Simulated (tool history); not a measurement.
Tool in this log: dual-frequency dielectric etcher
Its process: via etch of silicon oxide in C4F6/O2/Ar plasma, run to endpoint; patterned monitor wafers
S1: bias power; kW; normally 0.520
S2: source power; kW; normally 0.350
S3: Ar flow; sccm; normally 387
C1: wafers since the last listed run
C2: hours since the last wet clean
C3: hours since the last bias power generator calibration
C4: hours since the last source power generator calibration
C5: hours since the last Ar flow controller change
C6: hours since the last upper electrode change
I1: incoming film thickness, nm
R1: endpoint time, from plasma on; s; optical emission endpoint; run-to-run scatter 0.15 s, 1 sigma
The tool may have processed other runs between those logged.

run    day     S1     S2   S3   C1     C2      C3      C4      C5      C6    I1    R1
  1  0.000  0.484  0.350  350    0  362.7  3149.1  1854.4  3077.9  5664.9  73.7  17.6
  2  0.542  0.520  0.350  387  216  375.7  3162.1  1867.4  3090.9  5677.9  73.9  17.4
     1.771  -- upper electrode replaced
  3  1.792  0.520  0.350  387  100  405.7  3192.1  1897.4  3120.9     0.5  74.0  17.4
  4  1.804  0.520  0.350  387    5  406.0  3192.4  1897.7  3121.2     0.8  73.5  17.3
  5  2.146  0.520  0.350  387  136  414.2  3200.6  1905.9  3129.4     9.0  74.0  17.2
  6  2.758  0.520  0.350  387  245  428.9  3215.3  1920.6  3144.1    23.7  74.5  17.6
  7  3.221  0.520  0.350  387  185  440.0  3226.4  1931.7  3155.2    34.8  74.2  17.4
  8  3.588  0.520  0.350  387  146  448.8  3235.2  1940.5  3164.0    43.6  73.7  17.5
     4.017  -- bias power generator calibrated
  9  4.038  0.520  0.350  387  113  459.6     0.5  1951.3  3174.8    54.4  73.9  17.4
 10  4.421  0.520  0.350  387  153  468.8     9.7  1960.5  3184.0    63.6  74.1  17.3
 11  4.971  0.631  0.380  438  220  482.0    22.9  1973.7  3197.2    76.8  73.7  16.0
 12  5.225  0.520  0.350  387  101  488.1    29.0  1979.8  3203.3    82.9  74.5  17.4
     5.642  -- Ar flow controller replaced
 13  5.883  0.643  0.350  387  163  503.9    44.8  1995.6     5.8    98.7  73.7  16.2
 14  7.088  0.520  0.350  387  482  532.8    73.7  2024.5    34.7   127.6  74.1  17.4
     8.525  -- wet clean of the chamber
 15  8.546  0.561  0.280  387  183    0.5   108.7  2059.5    69.7   162.6  74.1  18.3
 16  8.558  0.602  0.350  437    5    0.8   109.0  2059.8    70.0   162.9  73.5  16.6
 17  8.583  0.520  0.270  387   10    1.4   109.6  2060.4    70.6   163.5  73.2  18.7
 18  8.883  0.616  0.350  355  120    8.6   116.8  2067.6    77.8   170.7  73.6  16.4

What does the tool deliver on the next run?
 19  9.367  0.449  0.320  443  193  20.2  128.4  2079.2  89.4  182.3  73.4   ?

{"run 19": {"R1": 18.8}}
Minus the tool's unlogged condition, the same run would have read R1 18.8 s.
